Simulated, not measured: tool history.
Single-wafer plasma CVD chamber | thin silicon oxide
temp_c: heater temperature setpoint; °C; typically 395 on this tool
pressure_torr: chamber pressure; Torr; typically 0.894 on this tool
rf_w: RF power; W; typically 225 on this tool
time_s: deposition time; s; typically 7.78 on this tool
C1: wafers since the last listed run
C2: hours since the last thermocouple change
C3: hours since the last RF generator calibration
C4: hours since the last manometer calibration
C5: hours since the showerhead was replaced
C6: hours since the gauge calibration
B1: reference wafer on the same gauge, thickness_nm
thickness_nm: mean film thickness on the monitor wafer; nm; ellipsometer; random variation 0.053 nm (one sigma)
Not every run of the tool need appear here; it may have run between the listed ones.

{"run": 1, "hour": 0.0, "temp_c": 395, "pressure_torr": 0.894, "rf_w": 225, "time_s": 7.78, "C1": 0, "C2": 2181.2, "C3": 1721.8, "C4": 1330.2, "C5": 6392.3, "C6": 1615.5, "B1": 13.329, "thickness_nm": 12.641}
{"hour": 24.5, "done": "thermocouple changed; heater temperature recalibrated"}
{"run": 2, "hour": 79.4, "temp_c": 395, "pressure_torr": 0.894, "rf_w": 225, "time_s": 7.78, "C1": 1290, "C2": 54.9, "C3": 1801.2, "C4": 1409.6, "C5": 6471.7, "C6": 1694.9, "B1": 13.321, "thickness_nm": 12.609}
{"hour": 154.1, "done": "showerhead replaced"}
{"run": 3, "hour": 154.6, "temp_c": 395, "pressure_torr": 0.894, "rf_w": 225, "time_s": 7.78, "C1": 1214, "C2": 130.1, "C3": 1876.4, "C4": 1484.8, "C5": 0.5, "C6": 1770.1, "B1": 13.302, "thickness_nm": 12.58}
{"run": 4, "hour": 197.9, "temp_c": 398, "pressure_torr": 0.733, "rf_w": 225, "time_s": 7.78, "C1": 782, "C2": 173.4, "C3": 1919.7, "C4": 1528.1, "C5": 43.8, "C6": 1813.4, "B1": 13.277, "thickness_nm": 10.529}
{"run": 5, "hour": 271.9, "temp_c": 398, "pressure_torr": 0.733, "rf_w": 225, "time_s": 7.78, "C1": 1337, "C2": 247.4, "C3": 1993.7, "C4": 1602.1, "C5": 117.8, "C6": 1887.4, "B1": 13.249, "thickness_nm": 10.399}
{"run": 6, "hour": 338.1, "temp_c": 395, "pressure_torr": 0.894, "rf_w": 225, "time_s": 7.78, "C1": 1196, "C2": 313.6, "C3": 2059.9, "C4": 1668.3, "C5": 184, "C6": 1953.6, "B1": 13.238, "thickness_nm": 12.516}
{"hour": 385.7, "done": "capacitance manometer re-zeroed and calibrated"}
{"run": 7, "hour": 434.4, "temp_c": 385, "pressure_torr": 0.894, "rf_w": 225, "time_s": 7.78, "C1": 1595, "C2": 409.9, "C3": 2156.2, "C4": 48.7, "C5": 280.3, "C6": 2049.9, "B1": 13.209, "thickness_nm": 12.487}
{"run": 8, "hour": 604.2, "temp_c": 395, "pressure_torr": 0.991, "rf_w": 225, "time_s": 7.78, "C1": 3068, "C2": 579.7, "C3": 2326, "C4": 218.5, "C5": 450.1, "C6": 2219.7, "B1": 13.141, "thickness_nm": 13.474}
{"run": 9, "hour": 648.2, "temp_c": 395, "pressure_torr": 0.894, "rf_w": 225, "time_s": 7.78, "C1": 795, "C2": 623.7, "C3": 2370, "C4": 262.5, "C5": 494.1, "C6": 2263.7, "B1": 13.129, "thickness_nm": 12.407}
{"run": 10, "hour": 715.3, "temp_c": 383, "pressure_torr": 0.894, "rf_w": 225, "time_s": 6.55, "C1": 1212, "C2": 690.8, "C3": 2437.1, "C4": 329.6, "C5": 561.2, "C6": 2330.8, "B1": 13.101, "thickness_nm": 10.488}
{"run": 11, "hour": 769.9, "temp_c": 395, "pressure_torr": 0.894, "rf_w": 225, "time_s": 7.78, "C1": 986, "C2": 745.4, "C3": 2491.7, "C4": 384.2, "C5": 615.8, "C6": 2385.4, "B1": 13.085, "thickness_nm": 12.395}
{"hour": 780.1, "done": "RF generator calibrated"}
{"run": 12, "hour": 877.5, "temp_c": 395, "pressure_torr": 0.894, "rf_w": 225, "time_s": 8.56, "C1": 1799, "C2": 853, "C3": 97.4, "C4": 491.8, "C5": 723.4, "C6": 2493, "B1": 13.049, "thickness_nm": 13.501}
{"run": 13, "hour": 974.4, "temp_c": 395, "pressure_torr": 0.894, "rf_w": 225, "time_s": 7.78, "C1": 1751, "C2": 949.9, "C3": 194.3, "C4": 588.7, "C5": 820.3, "C6": 2589.9, "B1": 13, "thickness_nm": 12.344}
{"run": 14, "hour": 1057.8, "temp_c": 401, "pressure_torr": 0.894, "rf_w": 240, "time_s": 7.78, "C1": 1507, "C2": 1033.3, "C3": 277.7, "C4": 672.1, "C5": 903.7, "C6": 2673.3, "B1": 12.961, "thickness_nm": 12.719}
{"run": 15, "hour": 1116.0, "temp_c": 385, "pressure_torr": 0.894, "rf_w": 255, "time_s": 7.08, "C1": 1051, "C2": 1091.5, "C3": 335.9, "C4": 730.3, "C5": 961.9, "C6": 2731.5, "B1": 12.949, "thickness_nm": 12.042}
{"run": 16, "hour": 1197.1, "temp_c": 395, "pressure_torr": 0.894, "rf_w": 225, "time_s": 9.33, "C1": 1465, "C2": 1172.6, "C3": 417, "C4": 811.4, "C5": 1043, "C6": 2812.6, "B1": 12.896, "thickness_nm": 14.639}
{"run": 17, "hour": 1234.7, "temp_c": 395, "pressure_torr": 1.012, "rf_w": 200, "time_s": 7.78, "C1": 679, "C2": 1210.2, "C3": 454.6, "C4": 849, "C5": 1080.6, "C6": 2850.2, "B1": 12.867, "thickness_nm": 12.375}
{"hour": 1288.0, "done": "gauge calibrated"}
{"run": 18, "hour": 1318.0, "temp_c": 380, "pressure_torr": 0.894, "rf_w": 225, "time_s": 7.78, "C1": 1505, "C2": 1293.5, "C3": 537.9, "C4": 932.3, "C5": 1163.9, "C6": 30, "B1": 13.554, "thickness_nm": 12.996}
{"run": 19, "hour": 1410.4, "temp_c": 390, "pressure_torr": 1.096, "rf_w": 180, "time_s": 7.78, "C1": 1669, "C2": 1385.9, "C3": 630.3, "C4": 1024.7, "C5": 1256.3, "C6": 122.4, "B1": 13.552, "thickness_nm": 12.693}
{"run": 20, "hour": 1474.0, "temp_c": 395, "pressure_torr": 1.117, "rf_w": 245, "time_s": 8.97, "C1": 1149, "C2": 1449.5, "C3": 693.9, "C4": 1088.3, "C5": 1319.9, "C6": 186, "B1": 13.559, "thickness_nm": 18.261}
{"run": 21, "hour": 1521.2, "temp_c": 395, "pressure_torr": 0.703, "rf_w": 225, "time_s": 7.15, "C1": 852, "C2": 1496.7, "C3": 741.1, "C4": 1135.5, "C5": 1367.1, "C6": 233.2, "B1": 13.548, "thickness_nm": 9.5}
{"run": 22, "hour": 1615.4, "temp_c": 395, "pressure_torr": 0.894, "rf_w": 225, "time_s": 7.78, "C1": 1702, "C2": 1590.9, "C3": 835.3, "C4": 1229.7, "C5": 1461.3, "C6": 327.4, "B1": 13.548, "thickness_nm": 12.8}
{"run": 23, "hour": 1672.4, "temp_c": 386, "pressure_torr": 1.038, "rf_w": 225, "time_s": 7.78, "C1": 1030, "C2": 1647.9, "C3": 892.3, "C4": 1286.7, "C5": 1518.3, "C6": 384.4, "B1": 13.542, "thickness_nm": 14.401}
{"run": 24, "hour": 1752.3, "temp_c": 387, "pressure_torr": 0.894, "rf_w": 225, "time_s": 8.58, "C1": 1443, "C2": 1727.8, "C3": 972.2, "C4": 1366.6, "C5": 1598.2, "C6": 464.3, "B1": 13.54, "thickness_nm": 14.19}
{"run": 25, "hour": 1810.6, "temp_c": 387, "pressure_torr": 0.894, "rf_w": 225, "time_s": 7.78, "C1": 1053, "C2": 1786.1, "C3": 1030.5, "C4": 1424.9, "C5": 1656.5, "C6": 522.6, "B1": 13.524, "thickness_nm": 12.8}
{"run": 26, "hour": 1894.8, "temp_c": 395, "pressure_torr": 0.986, "rf_w": 225, "time_s": 6.95, "C1": 1521, "C2": 1870.3, "C3": 1114.7, "C4": 1509.1, "C5": 1740.7, "C6": 606.8, "B1": 13.522, "thickness_nm": 12.408}
{"hour": 1903.2, "done": "thermocouple changed; heater temperature recalibrated"}
{"run": 27, "hour": 1986.1, "temp_c": 395, "pressure_torr": 0.977, "rf_w": 190, "time_s": 8.7, "C1": 1505, "C2": 82.9, "C3": 1206, "C4": 1600.4, "C5": 1832, "C6": 698.1, "B1": 13.511, "thickness_nm": 13.77}

Run 28 has not been measured yet. What should we expect?
{"run": 28, "hour": 2042.4, "temp_c": 395, "pressure_torr": 0.894, "rf_w": 225, "time_s": 9.16, "C1": 1017, "C2": 139.2, "C3": 1262.3, "C4": 1656.7, "C5": 1888.3, "C6": 754.4, "B1": "?", "thickness_nm": "?"}

{"run 28": {"B1": 13.501, "thickness_nm": 14.965}}
Take away the tool's hidden state, keep the run-to-run variation as it was, and the same run would have given thickness_nm 14.958 nm.
